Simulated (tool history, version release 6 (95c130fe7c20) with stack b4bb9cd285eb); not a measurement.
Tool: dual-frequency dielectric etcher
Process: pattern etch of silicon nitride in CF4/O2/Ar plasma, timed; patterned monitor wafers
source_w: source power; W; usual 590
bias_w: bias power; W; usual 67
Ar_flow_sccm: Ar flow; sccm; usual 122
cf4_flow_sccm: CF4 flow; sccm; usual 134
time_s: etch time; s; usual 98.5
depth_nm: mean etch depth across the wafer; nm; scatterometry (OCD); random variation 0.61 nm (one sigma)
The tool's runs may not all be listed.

run   hour  source_w  bias_w  Ar_flow_sccm  cf4_flow_sccm  time_s  wafers since the last listed run  hours since the last wet clean  hours since the last source power generator calibration  hours since the last bias power generator calibration  hours since the last Ar flow controller change  hours since the last CF4 flow controller change  hours since the last upper electrode change  hours since the gauge calibration  read-back reference wafer on the same gauge, depth_nm  depth_nm
  1    0.0       590      67           122            134    98.5                                 0                            49.7                                                   1089.6                                                 3510.1                                          2889.9                                           4205.7                                       3917.8                              113.0                                                  265.9     247.6
  2   25.9       590      67           122            134    98.5                               143                            75.6                                                   1115.5                                                 3536.0                                          2915.8                                           4231.6                                       3943.7                              138.9                                                  266.0     246.6
  3   56.5       590      67           122            134    98.5                               169                           106.2                                                   1146.1                                                 3566.6                                          2946.4                                           4262.2                                       3974.3                              169.5                                                  266.1     246.2
  4  113.4       590      67           122            134    98.5                               314                           163.1                                                   1203.0                                                 3623.5                                          3003.3                                           4319.1                                       4031.2                              226.4                                                  266.1     247.7
  5  165.5       590      67           122            134    98.5                               288                           215.2                                                   1255.1                                                 3675.6                                          3055.4                                           4371.2                                       4083.3                              278.5                                                  266.0     246.8
  6  198.7       590      67           122            134    98.5                               183                           248.4                                                   1288.3                                                 3708.8                                          3088.6                                           4404.4                                       4116.5                              311.7                                                  266.0     245.2
  7  237.6       590      67           122            134    98.5                               215                           287.3                                                   1327.2                                                 3747.7                                          3127.5                                           4443.3                                       4155.4                              350.6                                                  266.0     246.8
  8  270.0       590      67           122            149    98.5                               179                           319.7                                                   1359.6                                                 3780.1                                          3159.9                                           4475.7                                       4187.8                              383.0                                                  266.1     249.2
     297.8  -- wet clean of the chamber
  9  319.5       590      67           140            134    98.5                               141                            21.7                                                   1409.1                                                 3829.6                                          3209.4                                           4525.2                                       4237.3                              432.5                                                  266.0     242.0
     324.8  -- gauge calibrated
 10  352.7       590      67           140            134    98.5                               183                            54.9                                                   1442.3                                                 3862.8                                          3242.6                                           4558.4                                       4270.5                               27.9                                                  266.1     241.0
 11  412.6       500      55            94            119    98.5                               331                           114.8                                                   1502.2                                                 3922.7                                          3302.5                                           4618.3                                       4330.4                               87.8                                                  266.0     213.4
     444.7  -- CF4 flow controller replaced
     467.2  -- bias power generator calibrated
 12  481.5       590      76           122            115    98.5                               325                           183.7                                                   1571.1                                                   14.3                                          3371.4                                             36.8                                       4399.3                              156.7                                                  266.0     252.2
     525.4  -- source power generator calibrated
 13  533.2       490      73           122            119   122.0                               263                           235.4                                                      7.8                                                   66.0                                          3423.1                                             88.5                                       4451.0                              208.4                                                  266.0     273.6
 14  583.6       440      67           122            145    98.5                               278                           285.8                                                     58.2                                                  116.4                                          3473.5                                            138.9                                       4501.4                              258.8                                                  266.0     205.8
     596.3  -- Ar flow controller replaced
 15  609.7       590      67           104            134    98.5                               111                           311.9                                                     84.3                                                  142.5                                            13.4                                            165.0                                       4527.5                              284.9                                                  266.1     251.5
     636.2  -- upper electrode replaced
 16  668.1       590      67            94            134    98.5                               190                           370.3                                                    142.7                                                  200.9                                            71.8                                            223.4                                         31.9                              343.3                                                  266.0     255.1
     716.4  -- wet clean of the chamber
 17  716.9       590      83           122            134    98.5                               137                             0.5                                                    191.5                                                  249.7                                           120.6                                            272.2                                         80.7                              392.1                                                  266.0     263.5
 18  723.3       530      67           122            134    98.5                                35                             6.9                                                    197.9                                                  256.1                                           127.0                                            278.6                                         87.1                              398.5                                                  265.8     228.6
 19  783.4       590      67           122            134    98.5                               332                            67.0                                                    258.0                                                  316.2                                           187.1                                            338.7                                        147.2                              458.6                                                  266.0     247.5

The next listed run, before its measurement:
 20  820.8       590      67           102            134    98.5                               206                           104.4                                                    295.4                                                  353.6                                           224.5                                            376.1                                        184.6                              496.0                                                      ?         ?

read-back reference wafer on the same gauge, depth_nm: 265.9
depth_nm: 253.3 nm
Without the tool's hidden state the same run would have given depth_nm 253.3 nm.
